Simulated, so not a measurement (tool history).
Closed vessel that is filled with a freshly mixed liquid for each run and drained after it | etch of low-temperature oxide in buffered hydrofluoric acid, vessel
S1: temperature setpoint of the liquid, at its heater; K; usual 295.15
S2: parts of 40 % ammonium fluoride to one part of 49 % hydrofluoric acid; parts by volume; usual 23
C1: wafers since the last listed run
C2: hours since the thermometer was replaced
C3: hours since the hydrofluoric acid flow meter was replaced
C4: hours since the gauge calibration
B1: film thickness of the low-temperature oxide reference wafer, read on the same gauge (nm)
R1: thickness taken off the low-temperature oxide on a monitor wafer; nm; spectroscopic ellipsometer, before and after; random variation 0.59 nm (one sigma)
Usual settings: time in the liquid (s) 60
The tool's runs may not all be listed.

Run 1, day 0: usual settings but S2 16.5 parts by volume; C1 0; C2 933.1; C3 746.8; C4 88; B1 120.01. Result: R1 129.78 nm.
Run 2, day 0.992: usual settings but S2 16.5 parts by volume; C1 1991; C2 956.9; C3 770.6; C4 111.8; B1 120. Result: R1 128.84 nm.
Run 3, day 1.512: usual settings but time in the liquid (s) 35; C1 1046; C2 969.4; C3 783.1; C4 124.3; B1 119.96. Result: R1 56.83 nm.
Run 4, day 2.704: usual settings but time in the liquid (s) 35; C1 2393; C2 998; C3 811.7; C4 152.9; B1 119.99. Result: R1 56.84 nm.
Run 5, day 3.938: usual settings but S1 292.15 K, time in the liquid (s) 80; C1 2477; C2 1027.6; C3 841.3; C4 182.5; B1 119.97. Result: R1 110.29 nm.
Run 6, day 5.4: usual settings but S1 292.15 K, time in the liquid (s) 80; C1 2937; C2 1062.7; C3 876.4; C4 217.6; B1 120.03. Result: R1 110.34 nm.
Run 7, day 7.5: usual settings; C1 4218; C2 1113.1; C3 926.8; C4 268; B1 120.05. Result: R1 96.28 nm.
Run 8, day 8.696: usual settings; C1 2401; C2 1141.8; C3 955.5; C4 296.7; B1 120.01. Result: R1 96.99 nm.
Run 9, day 9.604: usual settings; C1 1824; C2 1163.6; C3 977.3; C4 318.5; B1 119.99. Result: R1 97.91 nm.
At day 10.462: hydrofluoric acid flow meter replaced.
Run 10, day 10.679: usual settings; C1 2075; C2 1189.4; C3 5.2; C4 344.3; B1 120.01. Result: R1 96.7 nm.
Run 11, day 11.417: usual settings but S1 293.65 K, S2 19.5 parts by volume; C1 1481; C2 1207.1; C3 22.9; C4 362; B1 120.01. Result: R1 102.15 nm.
At day 12.15: thermometer replaced.
Run 12, day 12.796: usual settings; C1 2686; C2 15.5; C3 56; C4 395.1; B1 119.99. Result: R1 97.65 nm.
Run 13, day 13.396: usual settings but S2 18 parts by volume, time in the liquid (s) 30; C1 1205; C2 29.9; C3 70.4; C4 409.5; B1 120.01. Result: R1 59.62 nm.

The next listed run, before its measurement:
Run 14, day 13.988: usual settings but S1 299.65 K, S2 25.5 parts by volume, time in the liquid (s) 50; C1 1188; C2 44.1; C3 84.6; C4 423.7; B1 ?. Result: R1 ?.

B1: 120.01
R1: 96.54 nm
Without the tool's hidden state the same run would have given R1 96.54 nm.
